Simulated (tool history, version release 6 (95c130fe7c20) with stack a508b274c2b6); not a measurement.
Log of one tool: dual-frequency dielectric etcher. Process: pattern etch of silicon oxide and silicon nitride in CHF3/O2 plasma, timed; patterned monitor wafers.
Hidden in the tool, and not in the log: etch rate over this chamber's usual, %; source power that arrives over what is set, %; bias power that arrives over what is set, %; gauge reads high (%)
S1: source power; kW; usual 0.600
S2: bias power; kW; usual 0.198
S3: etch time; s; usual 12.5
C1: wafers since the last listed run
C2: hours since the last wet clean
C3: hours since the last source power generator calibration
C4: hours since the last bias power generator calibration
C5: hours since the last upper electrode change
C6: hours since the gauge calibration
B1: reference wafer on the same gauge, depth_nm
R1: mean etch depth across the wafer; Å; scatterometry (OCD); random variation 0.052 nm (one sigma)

run   hour     S1     S2    S3    C1     C2      C3      C4      C5     C6     B1     R1
  1    0.0  0.600  0.198  12.5     0  240.8  3930.4  3951.9  5828.0   48.2  16.71  193.4
  2   64.3  0.600  0.198  12.5  1188  305.1  3994.7  4016.2  5892.3  112.5  16.70  193.3
  3   94.6  0.600  0.198  12.5   559  335.4  4025.0  4046.5  5922.6  142.8  16.71  193.1
  4  135.6  0.600  0.198  12.5   757  376.4  4066.0  4087.5  5963.6  183.8  16.70  193.1
     206.1  -- wet clean of the chamber
  5  206.6  0.600  0.198  11.0   868    0.5  4137.0  4158.5  6034.6  254.8  16.71  171.4
  6  216.9  0.600  0.198  11.0   190   10.8  4147.3  4168.8  6044.9  265.1  16.71  171.4
  7  245.7  0.600  0.198  12.5   532   39.6  4176.1  4197.6  6073.7  293.9  16.71  194.4
     255.0  -- gauge calibrated
     290.6  -- source power generator calibrated
  8  294.4  0.600  0.198  12.5   826   88.3     3.8  4246.3  6122.4   39.4  16.70  194.1
     342.3  -- upper electrode replaced
  9  365.2  0.600  0.164  12.5   864  159.1    74.6  4317.1    22.9  110.2  16.68  174.9
 10  402.6  0.600  0.198  11.0   691  196.5   112.0  4354.5    60.3  147.6  16.73  170.2
 11  467.0  0.600  0.156  12.5  1190  260.9   176.4  4418.9   124.7  212.0  16.70  168.8
 12  496.3  0.530  0.230  14.5   541  290.2   205.7  4448.2   154.0  241.3  16.70  235.4
     508.2  -- bias power generator calibrated
 13  523.3  0.600  0.198  12.5   425  317.2   232.7    15.1   181.0  268.3  16.69  191.6
 14  578.9  0.530  0.224  15.5  1027  372.8   288.3    70.7   236.6  323.9  16.70  247.4
 15  616.8  0.660  0.198  12.5   700  410.7   326.2   108.6   274.5  361.8  16.70  195.8
     638.8  -- gauge calibrated
     669.9  -- wet clean of the chamber
 16  670.4  0.530  0.148  10.5   546    0.5   379.8   162.2   328.1   31.6  16.70  135.8
 17  675.1  0.600  0.234  12.5    86    5.2   384.5   166.9   332.8   36.3  16.71  213.1

Some steps in R1 between neighbouring runs. How much of each would the tool show without its hidden state too (settings, what came in, random variation), and how much is left for the hidden state, with any gauge scatter that isn't in both results?
Run 15 -> 16: S1 0.660 -> 0.530, S2 0.198 -> 0.148, S3 12.5 -> 10.5, gauge calibrated, wet clean of the chamber. R1 -60.0 Å: hidden state +4.0, all else -64.0.
Run 16 -> 17: S1 0.530 -> 0.600, S2 0.148 -> 0.234, S3 10.5 -> 12.5. R1 +77.3 Å: hidden state +0.2, all else +77.1.

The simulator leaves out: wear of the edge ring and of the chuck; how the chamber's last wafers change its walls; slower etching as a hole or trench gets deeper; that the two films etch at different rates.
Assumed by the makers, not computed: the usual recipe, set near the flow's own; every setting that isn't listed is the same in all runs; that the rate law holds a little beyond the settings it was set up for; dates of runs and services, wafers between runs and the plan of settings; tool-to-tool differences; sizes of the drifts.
